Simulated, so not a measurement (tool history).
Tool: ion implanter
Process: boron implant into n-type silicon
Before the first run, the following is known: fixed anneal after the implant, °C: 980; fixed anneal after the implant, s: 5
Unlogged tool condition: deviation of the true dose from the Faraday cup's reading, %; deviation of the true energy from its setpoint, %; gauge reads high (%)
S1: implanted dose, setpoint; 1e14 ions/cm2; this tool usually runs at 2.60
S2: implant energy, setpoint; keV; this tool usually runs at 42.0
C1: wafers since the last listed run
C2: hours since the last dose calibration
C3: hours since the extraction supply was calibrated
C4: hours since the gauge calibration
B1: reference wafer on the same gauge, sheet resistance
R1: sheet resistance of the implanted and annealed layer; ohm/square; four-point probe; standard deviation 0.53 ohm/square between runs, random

| run | hour | S1 | S2 | C1 | C2 | C3 | C4 | B1 | R1 |
|---|---|---|---|---|---|---|---|---|---|
| 1 | 0.0 | 2.60 | 42.0 | 0 | 749.4 | 1546.0 | 72.2 | 342.93 | 346.16 |
| 2 | 6.3 | 2.60 | 42.0 | 82 | 755.7 | 1552.3 | 78.5 | 343.07 | 347.27 |
| 3 | 18.2 | 2.60 | 42.0 | 156 | 767.6 | 1564.2 | 90.4 | 343.00 | 346.12 |
| 4 | 36.5 | 2.60 | 42.0 | 239 | 785.9 | 1582.5 | 108.7 | 343.10 | 347.09 |
| 5 | 49.2 | 2.60 | 42.0 | 166 | 798.6 | 1595.2 | 121.4 | 343.09 | 346.61 |
| 6 | 63.7 | 2.60 | 42.0 | 190 | 813.1 | 1609.7 | 135.9 | 342.77 | 346.98 |
| 7 | 70.6 | 2.60 | 42.0 | 90 | 820.0 | 1616.6 | 142.8 | 342.86 | 345.36 |
| 8 | 87.1 | 2.60 | 42.0 | 216 | 836.5 | 1633.1 | 159.3 | 343.19 | 346.58 |
| 9 | 104.5 | 2.60 | 42.0 | 228 | 853.9 | 1650.5 | 176.7 | 342.91 | 345.64 |
| 10 | 120.6 | 2.60 | 42.0 | 211 | 870.0 | 1666.6 | 192.8 | 342.86 | 345.56 |
| 11 | 138.1 | 2.60 | 42.0 | 229 | 887.5 | 1684.1 | 210.3 | 342.87 | 345.03 |
| 12 | 164.2 | 2.60 | 42.0 | 342 | 913.6 | 1710.2 | 236.4 | 342.88 | 345.81 |
| 13 | 176.8 | 2.02 | 42.0 | 165 | 926.2 | 1722.8 | 249.0 | 343.13 | 405.15 |
| 14 | 188.5 | 2.02 | 42.0 | 153 | 937.9 | 1734.5 | 260.7 | 342.96 | 404.89 |
| 15 | 201.5 | 2.13 | 42.0 | 170 | 950.9 | 1747.5 | 273.7 | 343.09 | 391.96 |
| 16 | 218.6 | 2.13 | 42.0 | 224 | 968.0 | 1764.6 | 290.8 | 342.75 | 390.99 |
| 17 | 236.2 | 3.14 | 55.5 | 230 | 985.6 | 1782.2 | 308.4 | 342.89 | 294.65 |
| 18 | 252.1 | 2.60 | 51.0 | 208 | 1001.5 | 1798.1 | 324.3 | 342.99 | 334.63 |

Estimate the outcome of run 19 from the log above:
| 19 | 266.8 | 3.38 | 37.0 | 192 | 1016.2 | 1812.8 | 339.0 | ? | ? |

Logged for run 19: B1 342.99, R1 293.16 ohm/square.
On a tool with no hidden condition, and with the same random variation, this run would have come out at R1 300.06 ohm/square.
